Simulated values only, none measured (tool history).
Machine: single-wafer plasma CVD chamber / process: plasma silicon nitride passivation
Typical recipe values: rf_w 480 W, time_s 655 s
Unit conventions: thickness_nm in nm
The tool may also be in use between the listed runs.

| run | day | rf_w | time_s | wafers since the last listed run | hours since the last RF generator calibration | hours since the showerhead was replaced | hours since the gauge calibration | read-back reference wafer on the same gauge, thickness_nm | thickness_nm |
|---|---|---|---|---|---|---|---|---|---|
| 1 | 0 | 480 | 655 | 0 | 168.8 | 2741.7 | 204.4 | 1229.367 | 1032.589 |
| 2 | 2.988 | 480 | 655 | 260 | 240.5 | 2813.4 | 276.1 | 1228.592 | 1025.744 |
| 3 | 5.346 | 480 | 655 | 205 | 297.1 | 2870 | 332.7 | 1230.359 | 1024.602 |
| 4 | 7.292 | 480 | 655 | 169 | 343.8 | 2916.7 | 379.4 | 1229.089 | 1022.395 |
| 5 | 10.129 | 480 | 655 | 247 | 411.9 | 2984.8 | 447.5 | 1229.425 | 1018.739 |
| 6 | 18.296 | 480 | 728 | 711 | 607.9 | 3180.8 | 643.5 | 1230.449 | 1128.797 |
| 7 | 19.325 | 480 | 728 | 89 | 632.6 | 3205.5 | 668.2 | 1230.496 | 1126.364 |
| 8 | 22.142 | 480 | 728 | 245 | 700.2 | 3273.1 | 735.8 | 1229.26 | 1120.282 |
| 9 | 24.729 | 455 | 655 | 225 | 762.3 | 3335.2 | 797.9 | 1230.673 | 991.229 |
| 10 | 26.558 | 455 | 655 | 159 | 806.2 | 3379.1 | 841.8 | 1229.109 | 990.859 |
| 11 | 28.229 | 550 | 732 | 145 | 846.3 | 3419.2 | 881.9 | 1230.505 | 1184.223 |
| 12 | 32.933 | 415 | 741 | 409 | 959.2 | 3532.1 | 994.8 | 1229.793 | 1069.513 |
|  | 34.312 | gauge calibrated |
| 13 | 34.967 | 415 | 741 | 177 | 1008 | 3580.9 | 15.7 | 1230.228 | 1067.329 |
| 14 | 43.833 | 520 | 655 | 772 | 1220.8 | 3793.7 | 228.5 | 1230.672 | 1043.229 |
| 15 | 45.592 | 540 | 723 | 153 | 1263 | 3835.9 | 270.7 | 1229.962 | 1155.32 |
| 16 | 48.179 | 480 | 548 | 225 | 1325.1 | 3898 | 332.8 | 1230.073 | 844.87 |
| 17 | 50.125 | 410 | 655 | 169 | 1371.8 | 3944.7 | 379.5 | 1228.992 | 952.347 |
| 18 | 52.112 | 480 | 655 | 173 | 1419.5 | 3992.4 | 427.2 | 1229.764 | 1013.898 |
| 19 | 53.238 | 480 | 655 | 97 | 1446.5 | 4019.4 | 454.2 | 1230.295 | 1001.8 |
|  | 53.65 | RF generator calibrated |
| 20 | 55.808 | 420 | 655 | 194 | 51.8 | 4081.1 | 515.9 | 1228.973 | 979.73 |
|  | 56.171 | showerhead replaced |
| 21 | 57.075 | 420 | 688 | 81 | 82.2 | 21.7 | 546.3 | 1229.93 | 1032.231 |
| 22 | 59.85 | 405 | 711 | 241 | 148.8 | 88.3 | 612.9 | 1229.881 | 1047.303 |
| 23 | 62.775 | 400 | 743 | 254 | 219 | 158.5 | 683.1 | 1230.486 | 1085.911 |
| 24 | 64.971 | 435 | 695 | 191 | 271.7 | 211.2 | 735.8 | 1229.641 | 1039.778 |
| 25 | 66.925 | 480 | 592 | 170 | 318.6 | 258.1 | 782.7 | 1230.223 | 917.822 |
| 26 | 69.179 | 480 | 728 | 196 | 372.7 | 312.2 | 836.8 | 1230.051 | 1132.139 |
| 27 | 70.804 | 535 | 539 | 141 | 411.7 | 351.2 | 875.8 | 1230.648 | 878.152 |

State the hidden condition of the tool at each of the runs:
gauge reads high (%): 0 in every run
H1: delivered RF power above the setpoint (%)
| run | H1 |
|---|---|
| 1 | -2.85 |
| 2 | -3.63 |
| 3 | -4.17 |
| 4 | -4.57 |
| 5 | -5.11 |
| 6 | -6.3 |
| 7 | -6.42 |
| 8 | -6.73 |
| 9 | -6.98 |
| 10 | -7.14 |
| 11 | -7.27 |
| 12 | -7.6 |
| 13 | -7.72 |
| 14 | -8.13 |
| 15 | -8.19 |
| 16 | -8.28 |
| 17 | -8.34 |
| 18 | -8.39 |
| 19 | -8.42 |
| 20 | -2.09 |
| 21 | -2.52 |
| 22 | -3.38 |
| 23 | -4.17 |
| 24 | -4.7 |
| 25 | -5.12 |
| 26 | -5.57 |
| 27 | -5.87 |
